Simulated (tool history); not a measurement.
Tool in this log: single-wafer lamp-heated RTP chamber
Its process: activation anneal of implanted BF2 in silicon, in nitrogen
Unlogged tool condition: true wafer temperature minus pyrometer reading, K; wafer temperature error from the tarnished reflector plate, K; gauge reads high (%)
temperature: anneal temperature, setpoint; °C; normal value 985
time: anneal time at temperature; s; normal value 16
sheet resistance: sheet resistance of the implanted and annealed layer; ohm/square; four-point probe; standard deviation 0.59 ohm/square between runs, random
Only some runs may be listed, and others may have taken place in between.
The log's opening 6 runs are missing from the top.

run,hour,temperature,time,wafers since the last listed run,wafers since the last pyrometer calibration,wafers since the reflector plate was cleaned,hours since the gauge calibration,"read-back reference wafer on the same gauge, sheet resistance",sheet resistance
7,296.3,967,23,1173,7540,5691,292.7,310.81,375.68
# hour 322.2: pyrometer window cleaned and pyrometer calibrated
8,357.6,967,23,1001,664,6692,354.0,310.90,384.02
9,392.9,967,23,663,1327,7355,389.3,311.15,383.09
# hour 428.6: reflector plate cleaned
10,446.9,1004,16,864,2191,343,443.3,310.96,371.69
11,603.0,1004,16,2932,5123,3275,599.4,310.98,372.80
12,657.4,1004,16,1021,6145,4297,653.8,311.12,370.64
13,725.1,1005,12,1271,7417,5568,721.5,311.16,371.13
14,781.7,1005,12,1063,8480,6632,778.1,310.79,372.05
# hour 828.0: pyrometer window cleaned and pyrometer calibrated
# hour 855.9: reflector plate cleaned
15,856.4,985,16,1102,383,9,852.8,310.90,375.18
16,919.1,1002,21,1177,1561,1187,915.5,311.04,371.01
17,946.0,985,22,505,2066,1692,942.4,311.05,372.57
18,1043.5,985,16,1831,3898,3523,1039.9,311.02,373.80
19,1075.3,1013,25,597,4495,4121,1071.7,310.88,368.49

Run 20 is up next; what results do you expect?
20,1129.6,985,16,1019,5515,5140,1126.0,?,?

Run 20 measured read-back reference wafer on the same gauge, sheet resistance 311.01, sheet resistance 372.83 ohm/square.
With no hidden state in the tool, this same run would have given sheet resistance 375.29 ohm/square.
